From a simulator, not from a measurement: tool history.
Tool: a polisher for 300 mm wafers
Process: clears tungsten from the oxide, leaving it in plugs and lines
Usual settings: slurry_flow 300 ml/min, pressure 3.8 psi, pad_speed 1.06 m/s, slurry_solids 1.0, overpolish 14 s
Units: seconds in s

run    day  slurry_flow  pressure  pad_speed  slurry_solids  overpolish  wafers since the last listed run  wafers polished on this pad  hours since the slurry nozzle was cleaned  hours since the head pressure was calibrated  hours since the slurry blender was calibrated  hours since the slurry got fresh peroxide  incoming thickness of the incoming film, nm  seconds
  1  0.000          300       3.8       1.06            1.0          14                                 0                          379                                      538.9                                         368.9                                          196.7                                       89.5                                        360.7     74.7
  2  0.729          255       3.8       1.06            1.0          14                               162                          541                                      556.4                                         386.4                                          214.2                                      107.0                                        358.8     75.4
     1.250  -- slurry tank refilled with fresh slurry and peroxide
  3  1.642          300       3.8       1.06            1.0          14                               194                          735                                      578.3                                         408.3                                          236.1                                        9.4                                        364.2     63.2
  4  2.308          300       3.8       1.06            1.0          14                               148                          884                                      594.3                                         424.3                                          252.1                                       25.4                                        360.9     65.9
  5  3.033          300       3.8       1.06            1.0          14                               161                         1046                                      611.7                                         441.7                                          269.5                                       42.8                                        359.7     69.6
  6  3.754          300       3.8       1.06            1.0          14                               160                         1206                                      629.0                                         459.0                                          286.8                                       60.1                                        357.7     70.1
  7  4.408          300       3.8       1.06            1.0          14                               145                         1352                                      644.7                                         474.7                                          302.5                                       75.8                                        365.1     71.1
  8  4.808          300       3.8       1.06            1.0          14                                89                         1441                                      654.3                                         484.3                                          312.1                                       85.4                                        360.6     72.5
     4.967  -- slurry tank refilled with fresh slurry and peroxide
     5.067  -- worn pad replaced by a new one
  9  5.229          300       3.8       1.06            1.0          14                                62                           35                                      664.4                                         494.4                                          322.2                                        6.3                                        362.1     64.1
     5.454  -- slurry nozzle cleaned
 10  5.883          300       5.1       1.06            1.0          20                               136                          172                                       10.3                                         510.1                                          337.9                                       22.0                                        364.3     49.6
 11  6.517          300       3.8       1.06            1.0          14                               141                          313                                       25.5                                         525.3                                          353.1                                       37.2                                        358.0     67.7
 12  6.892          300       3.8       1.06            1.0          14                                83                          397                                       34.5                                         534.3                                          362.1                                       46.2                                        365.0     72.5
     7.112  -- slurry blender recalibrated
 13  7.875          380       3.8       0.70            1.0          14                               200                          597                                       58.1                                         557.9                                           18.3                                       69.8                                        358.8    106.5
 14  8.225          300       3.8       1.06            1.0          14                                78                          675                                       66.5                                         566.3                                           26.7                                       78.2                                        357.3     72.0
 15  8.621          265       3.8       1.22            1.0          14                                88                          764                                       76.0                                         575.8                                           36.2                                       87.7                                        362.0     65.2
 16  8.883          300       2.6       0.90            1.0          14                                58                          822                                       82.3                                         582.1                                           42.5                                       94.0                                        357.4    123.3
     9.571  -- head pressure recalibrated
 17  9.604          300       3.8       0.94            1.0          12                               142                          964                                       99.6                                           0.8                                           59.8                                      111.3                                        366.9     84.8

Run 18 comes next. What will it give?
     9.879  -- slurry tank refilled with fresh slurry and peroxide
 18  9.950          370       4.8       0.70            0.8          14                                67                         1032                                      107.9                                           9.1                                           68.1                                        1.7                                        358.8        ?

Run 18 gave seconds 80.4 s.
Without the tool's hidden state the same run would have given seconds 77.4 s.

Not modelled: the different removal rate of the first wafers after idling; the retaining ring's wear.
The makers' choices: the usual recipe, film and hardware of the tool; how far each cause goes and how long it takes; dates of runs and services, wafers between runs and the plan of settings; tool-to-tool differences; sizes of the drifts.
